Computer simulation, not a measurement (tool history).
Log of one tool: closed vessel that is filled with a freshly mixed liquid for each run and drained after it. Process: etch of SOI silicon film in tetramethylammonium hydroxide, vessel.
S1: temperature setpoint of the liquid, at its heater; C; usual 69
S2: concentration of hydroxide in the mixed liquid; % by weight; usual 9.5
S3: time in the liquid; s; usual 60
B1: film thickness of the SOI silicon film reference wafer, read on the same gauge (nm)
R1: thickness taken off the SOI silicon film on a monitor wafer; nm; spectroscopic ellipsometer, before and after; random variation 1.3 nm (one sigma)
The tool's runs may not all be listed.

run   hour    S1    S2  S3      B1      R1
  1      0    69   9.5  60  139.97  383.23
  2   54.4    69   9.5  60  139.99  385.42
  3   80.5    69   9.5  60     140  385.91
  4  120.3    69     8  60     140  405.57
  5  189.3  75.5   9.5  60     140  558.04
  6  241.4  75.5   9.5  60  140.02  558.35
  7  289.8  75.5   9.5  60  139.99  562.21
  8  332.2  73.5    12  90  140.04  706.64
  9  392.4    73  11.5  95  139.99  737.54
 10  446.7    69  10.5  35     140  221.99
 11    486    69   7.5  60  139.99  426.12
 12  520.7    69   9.5  60  140.01  392.94
 13  576.7    69   9.5  30  139.98  197.63
 14  632.3    69   9.5  60     140   394.5
 15  669.5  62.5     8  60  140.02  281.05

Not shown: 3 entries that the log had between the listed runs. Between which runs, and how does the tool's hidden state differ before and after?
Between runs 7 and 8: hydroxide flow meter replaced (hour 316.6); thermometer replaced (hour 331.7)
  liquid colder than its thermometer reads (K): 1.42 -> 0.171; hydroxide flow below the setpoint (%): 11.5 -> 1.02
  measured less the result without the state, R1: -21.2 -> -4.02 nm
Between runs 9 and 10: gauge calibrated (hour 410.4)
  liquid colder than its thermometer reads (K): 0.222 -> 0.267; hydroxide flow below the setpoint (%): 1.52 -> 1.97
  measured less the result without the state, R1: -5.1 -> -2.08 nm
